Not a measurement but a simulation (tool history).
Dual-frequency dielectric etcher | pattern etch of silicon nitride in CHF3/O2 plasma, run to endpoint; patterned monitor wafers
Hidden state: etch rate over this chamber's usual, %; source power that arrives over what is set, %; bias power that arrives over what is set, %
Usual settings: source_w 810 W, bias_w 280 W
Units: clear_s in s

run,hour,source_w,bias_w,wafers since the last listed run,hours since the last wet clean,hours since the last source power generator calibration,hours since the last bias power generator calibration,hours since the last upper electrode change,"incoming incoming film thickness, nm",clear_s
1,0,810,280,0,62.6,3573.3,3747.7,5576.1,87.5,45.7
2,6.8,810,280,55,69.4,3580.1,3754.5,5582.9,87.8,45.8
3,16.6,680,280,80,79.2,3589.9,3764.3,5592.7,87.7,48.1
4,29.7,680,280,107,92.3,3603,3777.4,5605.8,88.2,48.6
5,41.6,810,280,97,104.2,3614.9,3789.3,5617.7,87.6,45.4
6,48.6,810,280,57,111.2,3621.9,3796.3,5624.7,87.8,46.3
7,62.4,810,280,113,125,3635.7,3810.1,5638.5,88.1,45.6
8,75.9,810,280,110,138.5,3649.2,3823.6,5652,88.7,45.8
9,89.7,810,280,113,152.3,3663,3837.4,5665.8,87.5,45.7
10,102,810,280,100,164.6,3675.3,3849.7,5678.1,87.1,45
11,112.4,810,280,85,175,3685.7,3860.1,5688.5,87.7,45.5
12,122.6,810,280,83,185.2,3695.9,3870.3,5698.7,87.8,45.6
13,155.4,750,280,268,218,3728.7,3903.1,5731.5,88.1,46.5
14,166.6,940,280,91,229.2,3739.9,3914.3,5742.7,87.1,43.1
# hour 184: source power generator calibrated
15,184.5,880,215,113,247.1,0.5,3932.2,5760.6,87.7,48.9

The next listed run, before its measurement:
# hour 218.5: upper electrode replaced
16,219,750,216,86,281.6,35,3966.7,0.5,87.1,?

Run 16 gave clear_s 50.4 s.
Without the tool's hidden state the same run would have given clear_s 50.4 s.
